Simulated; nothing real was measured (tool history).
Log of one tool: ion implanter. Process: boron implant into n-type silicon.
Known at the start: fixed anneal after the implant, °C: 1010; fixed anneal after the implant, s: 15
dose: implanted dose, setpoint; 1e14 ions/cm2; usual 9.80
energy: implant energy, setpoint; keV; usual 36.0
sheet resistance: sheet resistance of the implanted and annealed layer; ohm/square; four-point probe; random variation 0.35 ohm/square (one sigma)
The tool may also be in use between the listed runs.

run   hour   dose  energy  wafers since the last listed run  hours since the last dose calibration  hours since the extraction supply was calibrated  hours since the gauge calibration  read-back reference wafer on the same gauge, sheet resistance  sheet resistance
  1    0.0   9.80    36.0                                 0                                 2059.3                                            3705.0                              361.5                                                         138.98            132.98
  2   34.4   8.70    36.0                               444                                 2093.7                                            3739.4                              395.9                                                         138.98            145.55
  3   50.1   8.70    36.0                               203                                 2109.4                                            3755.1                              411.6                                                         139.06            144.77
  4   96.5   8.70    36.0                               600                                 2155.8                                            3801.5                              458.0                                                         138.87            145.57
  5  131.6  10.45    36.0                               454                                 2190.9                                            3836.6                              493.1                                                         138.89            125.64
  6  148.3  10.45    36.0                               216                                 2207.6                                            3853.3                              509.8                                                         138.93            125.63
  7  170.9   9.80    36.0                               292                                 2230.2                                            3875.9                              532.4                                                         139.13            132.24
  8  196.8   9.80    36.0                               335                                 2256.1                                            3901.8                              558.3                                                         138.98            132.30
  9  224.9   9.80    36.0                               363                                 2284.2                                            3929.9                              586.4                                                         139.10            132.05
 10  256.7   9.80    36.0                               411                                 2316.0                                            3961.7                              618.2                                                         139.09            132.08
     296.7  -- extraction supply calibrated
 11  297.2  11.68    36.0                               420                                 2356.5                                               0.5                              658.7                                                         139.04            114.19
 12  315.0  11.68    36.0                               230                                 2374.3                                              18.3                              676.5                                                         138.87            114.63
 13  327.6   9.80    36.0                               162                                 2386.9                                              30.9                              689.1                                                         138.90            132.76
     346.6  -- gauge calibrated
     352.4  -- Faraday cup replaced and dose calibrated
 14  352.9   9.80    36.0                               223                                    0.5                                              56.2                                6.3                                                         139.11            124.73
 15  367.7   9.80    32.5                               191                                   15.3                                              71.0                               21.1                                                         139.13            126.20
 16  393.1   6.97    24.0                               328                                   40.7                                              96.4                               46.5                                                         139.01            172.86
 17  409.3   9.80    43.5                               209                                   56.9                                             112.6                               62.7                                                         139.08            124.35
 18  426.8   9.80    36.0                               226                                   74.4                                             130.1                               80.2                                                         138.99            125.64
 19  457.3  10.90    46.0                               394                                  104.9                                             160.6                              110.7                                                         139.09            114.33
 20  474.5   8.60    40.5                               222                                  122.1                                             177.8                              127.9                                                         139.02            139.45
 21  507.6   9.80    36.0                               428                                  155.2                                             210.9                              161.0                                                         139.06            126.37
 22  548.7  11.09    47.5                               531                                  196.3                                             252.0                              202.1                                                         139.13            112.70
 23  576.8  11.29    40.5                               363                                  224.4                                             280.1                              230.2                                                         138.98            111.98
 24  607.4   8.68    43.0                               395                                  255.0                                             310.7                              260.8                                                         138.98            138.92
 25  629.8  10.91    26.5                               289                                  277.4                                             333.1                              283.2                                                         139.09            118.31
 26  662.7   9.80    36.0                               425                                  310.3                                             366.0                              316.1                                                         138.97            127.26
 27  685.1  11.53    47.5                               289                                  332.7                                             388.4                              338.5                                                         138.85            109.99
 28  700.9   9.80    47.5                               204                                  348.5                                             404.2                              354.3                                                         139.15            125.51
 29  717.8   9.80    36.0                               218                                  365.4                                             421.1                              371.2                                                         138.88            127.05
 30  742.3   8.62    30.0                               316                                  389.9                                             445.6                              395.7                                                         139.07            143.33

Forecast each of these 3 alternatives for the next run:
  A  742.7   9.80    44.5                                 5                                  390.3                                             446.0                              396.1                                                              ?                 ?
  B  742.7   7.70    28.5                                 5                                  390.3                                             446.0                              396.1                                                              ?                 ?
  C  742.7  12.19    32.0                                 5                                  390.3                                             446.0                              396.1                                                              ?                 ?

run  read-back reference wafer on the same gauge, sheet resistance  sheet resistance
  A                                                         139.06            126.20
  B                                                         139.06            158.39
  C                                                         139.06            107.52
Without the tool's hidden state the same runs would have given:
run  sheet resistance
  A            124.54
  B            156.22
  C            106.11

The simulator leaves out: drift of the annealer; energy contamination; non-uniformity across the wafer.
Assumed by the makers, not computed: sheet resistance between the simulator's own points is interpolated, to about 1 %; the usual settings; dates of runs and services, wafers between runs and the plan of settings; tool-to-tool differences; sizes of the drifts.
